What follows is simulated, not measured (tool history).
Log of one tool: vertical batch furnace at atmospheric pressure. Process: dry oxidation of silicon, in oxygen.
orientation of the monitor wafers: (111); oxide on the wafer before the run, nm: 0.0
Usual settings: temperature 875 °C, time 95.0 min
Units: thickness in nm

run,hour,temperature,time,wafers since the last listed run,hours since the last temperature calibration,hours since the boat lift was adjusted,hours since the gauge calibration,"read-back reference wafer on the same gauge, thickness",thickness
1,0.0,875,95.0,0,1132.3,4318.6,264.2,24.83,27.04
2,34.1,875,95.0,373,1166.4,4352.7,298.3,24.82,27.07
3,47.0,875,95.0,141,1179.3,4365.6,311.2,24.76,26.97
4,82.5,875,95.0,388,1214.8,4401.1,346.7,24.76,26.90
5,175.4,857,95.0,1017,1307.7,4494.0,439.6,24.73,22.21
6,204.3,875,95.0,316,1336.6,4522.9,468.5,24.69,26.96
7,223.2,875,95.0,206,1355.5,4541.8,487.4,24.68,27.00
8,258.2,875,95.0,383,1390.5,4576.8,522.4,24.72,27.02
9,285.5,875,95.0,298,1417.8,4604.1,549.7,24.69,26.89
# hour 299.4: gauge calibrated
10,302.8,875,95.0,189,1435.1,4621.4,3.4,25.18,27.65
11,322.2,875,95.0,212,1454.5,4640.8,22.8,25.14,27.40
12,342.0,884,123.0,216,1474.3,4660.6,42.6,25.10,36.12
13,354.8,893,52.5,140,1487.1,4673.4,55.4,25.05,21.97
14,370.0,894,119.5,166,1502.3,4688.6,70.6,24.99,39.19
# hour 401.1: thermocouples replaced and temperature profile calibrated
15,401.6,897,123.0,83,0.5,4720.2,102.2,24.96,40.93
16,406.0,860,95.0,48,4.9,4724.6,106.6,24.98,23.09
17,436.0,854,54.5,328,34.9,4754.6,136.6,24.94,14.53
18,466.3,875,95.0,331,65.2,4784.9,166.9,24.87,27.06
# hour 511.7: boat lift adjusted
19,512.2,896,95.0,239,111.1,0.5,212.8,24.83,33.81
20,516.6,896,95.0,48,115.5,4.9,217.2,24.83,33.55
21,534.2,875,95.0,192,133.1,22.5,234.8,24.81,27.05
22,565.7,852,95.0,344,164.6,54.0,266.3,24.77,21.13
23,592.3,900,113.0,291,191.2,80.6,292.9,24.77,39.55
24,627.0,858,142.0,379,225.9,115.3,327.6,24.75,29.61
25,662.4,863,134.5,387,261.3,150.7,363.0,24.70,30.32

Forecast each of these 4 alternatives for the next run:
A,666.9,893,95.0,49,265.8,155.2,367.5,?,?
B,666.9,862,58.5,49,265.8,155.2,367.5,?,?
C,666.9,894,95.0,49,265.8,155.2,367.5,?,?
D,666.9,899,82.5,49,265.8,155.2,367.5,?,?

run,"read-back reference wafer on the same gauge, thickness",thickness
A,24.70,32.74
B,24.70,16.74
C,24.70,33.08
D,24.70,31.56
Without the tool's hidden state the same runs would have given:
run,thickness
A,33.34
B,17.05
C,33.69
D,32.14
